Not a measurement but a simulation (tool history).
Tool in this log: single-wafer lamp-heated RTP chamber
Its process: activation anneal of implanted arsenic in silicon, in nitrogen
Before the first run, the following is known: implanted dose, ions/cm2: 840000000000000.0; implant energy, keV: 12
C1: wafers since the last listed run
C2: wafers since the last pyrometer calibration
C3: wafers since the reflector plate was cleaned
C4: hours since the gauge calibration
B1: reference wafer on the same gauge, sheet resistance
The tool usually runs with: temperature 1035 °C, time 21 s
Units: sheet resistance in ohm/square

Run 1, hour 0.0: usual settings but temperature 1028 °C; C1 0; C2 5276; C3 2216; C4 143.0; B1 154.02. Result: sheet resistance 135.83 ohm/square.
Run 2, hour 6.5: usual settings; C1 89; C2 5366; C3 2306; C4 149.5; B1 153.94. Result: sheet resistance 133.91 ohm/square.
Run 3, hour 14.5: usual settings; C1 110; C2 5477; C3 2417; C4 157.5; B1 153.97. Result: sheet resistance 133.77 ohm/square.
Run 4, hour 28.6: usual settings but time 17 s; C1 195; C2 5672; C3 2612; C4 171.6; B1 153.95. Result: sheet resistance 136.58 ohm/square.
Run 5, hour 42.5: usual settings but time 17 s; C1 192; C2 5864; C3 2804; C4 185.5; B1 153.82. Result: sheet resistance 136.31 ohm/square.
Run 6, hour 52.5: usual settings; C1 138; C2 6003; C3 2943; C4 195.5; B1 154.07. Result: sheet resistance 133.48 ohm/square.
At hour 85.2: pyrometer window cleaned and pyrometer calibrated.
Run 7, hour 96.8: usual settings; C1 502; C2 160; C3 3445; C4 239.8; B1 154.01. Result: sheet resistance 136.49 ohm/square.
At hour 97.2: gauge calibrated.
Run 8, hour 109.0: usual settings but temperature 1057 °C, time 25 s; C1 168; C2 329; C3 3614; C4 11.8; B1 154.17. Result: sheet resistance 127.09 ohm/square.
At hour 126.9: reflector plate cleaned.
Run 9, hour 127.4: usual settings but temperature 1057 °C, time 25 s; C1 143; C2 473; C3 6; C4 30.2; B1 154.04. Result: sheet resistance 127.05 ohm/square.
Run 10, hour 134.8: usual settings but time 27 s; C1 102; C2 575; C3 108; C4 37.6; B1 153.96. Result: sheet resistance 132.22 ohm/square.
Run 11, hour 147.8: usual settings but temperature 1010 °C, time 9 s; C1 179; C2 755; C3 288; C4 50.6; B1 154.09. Result: sheet resistance 159.69 ohm/square.
Run 12, hour 157.3: usual settings; C1 131; C2 887; C3 420; C4 60.1; B1 154.02. Result: sheet resistance 136.09 ohm/square.
Run 13, hour 166.6: usual settings; C1 128; C2 1015; C3 548; C4 69.4; B1 154.06. Result: sheet resistance 135.94 ohm/square.
Run 14, hour 172.7: usual settings but temperature 1056 °C, time 13 s; C1 84; C2 1100; C3 633; C4 75.5; B1 154.03. Result: sheet resistance 135.76 ohm/square.
Run 15, hour 187.4: usual settings but temperature 1007 °C, time 31 s; C1 203; C2 1303; C3 836; C4 90.2; B1 153.98. Result: sheet resistance 141.13 ohm/square.

Consider 4 possible next runs. They are alternatives, not a sequence: every one starts from the tool as it was left by run 15. What does each give?
Run A, hour 187.8: usual settings; C1 5; C2 1309; C3 842; C4 90.6; B1 ?. Result: sheet resistance ?.
Run B, hour 187.8: usual settings but temperature 1046 °C, time 25 s; C1 5; C2 1309; C3 842; C4 90.6; B1 ?. Result: sheet resistance ?.
Run C, hour 187.8: usual settings but temperature 1049 °C, time 32 s; C1 5; C2 1309; C3 842; C4 90.6; B1 ?. Result: sheet resistance ?.
Run D, hour 187.8: usual settings but temperature 1009 °C, time 29 s; C1 5; C2 1309; C3 842; C4 90.6; B1 ?. Result: sheet resistance ?.

run      B1  sheet resistance
  A  153.89            136.06
  B  153.89            130.19
  C  153.89            126.32
  D  153.89            141.08
Had the tool no hidden state, the same runs would have come out as:
run  sheet resistance
  A            136.35
  B            130.43
  C            126.53
  D            141.46
